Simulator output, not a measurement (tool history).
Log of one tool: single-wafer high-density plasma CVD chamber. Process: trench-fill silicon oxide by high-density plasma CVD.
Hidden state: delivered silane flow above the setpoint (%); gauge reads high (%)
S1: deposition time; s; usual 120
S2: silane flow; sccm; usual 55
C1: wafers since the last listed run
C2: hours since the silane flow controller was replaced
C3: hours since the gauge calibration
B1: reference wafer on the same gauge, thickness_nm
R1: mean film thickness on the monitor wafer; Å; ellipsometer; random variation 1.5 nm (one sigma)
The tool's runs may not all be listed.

run	day	S1	S2	C1	C2	C3	B1	R1
1	0.000	120	55	0	3704.3	450.2	761.569	6380.83
# day 1.929: gauge calibrated
2	2.079	120	58	615	3754.2	3.6	760.459	6634.11
3	3.921	120	58	544	3798.4	47.8	760.478	6634.14
4	5.742	115	55	538	3842.1	91.5	761.155	6111.67
5	8.658	115	55	862	3912.1	161.5	759.837	6087.84
6	10.346	115	55	499	3952.6	202.0	761.517	6095.25
7	13.179	134	55	838	4020.6	270.0	761.115	7094.08
8	15.983	134	55	829	4087.9	337.3	761.293	7128.41
9	18.129	120	55	634	4139.4	388.8	760.660	6410.29
10	20.558	136	51	718	4197.7	447.1	761.711	6823.56
11	22.871	144	64	684	4253.2	502.6	761.211	8648.93
# day 23.421: silane flow controller replaced
# day 24.033: gauge calibrated
12	24.679	133	55	436	30.2	15.5	761.656	7089.93
13	26.042	140	55	403	62.9	48.2	760.997	7426.73
14	28.300	142	47	668	117.1	102.4	761.977	6668.08
15	30.571	143	60	671	171.6	156.9	760.614	8146.91
16	31.938	142	50	404	204.4	189.7	760.201	6998.34

What the log doesn't show, run by run:
delivered silane flow above the setpoint (%): 0 in every run
gauge reads high (%): 0 in every run
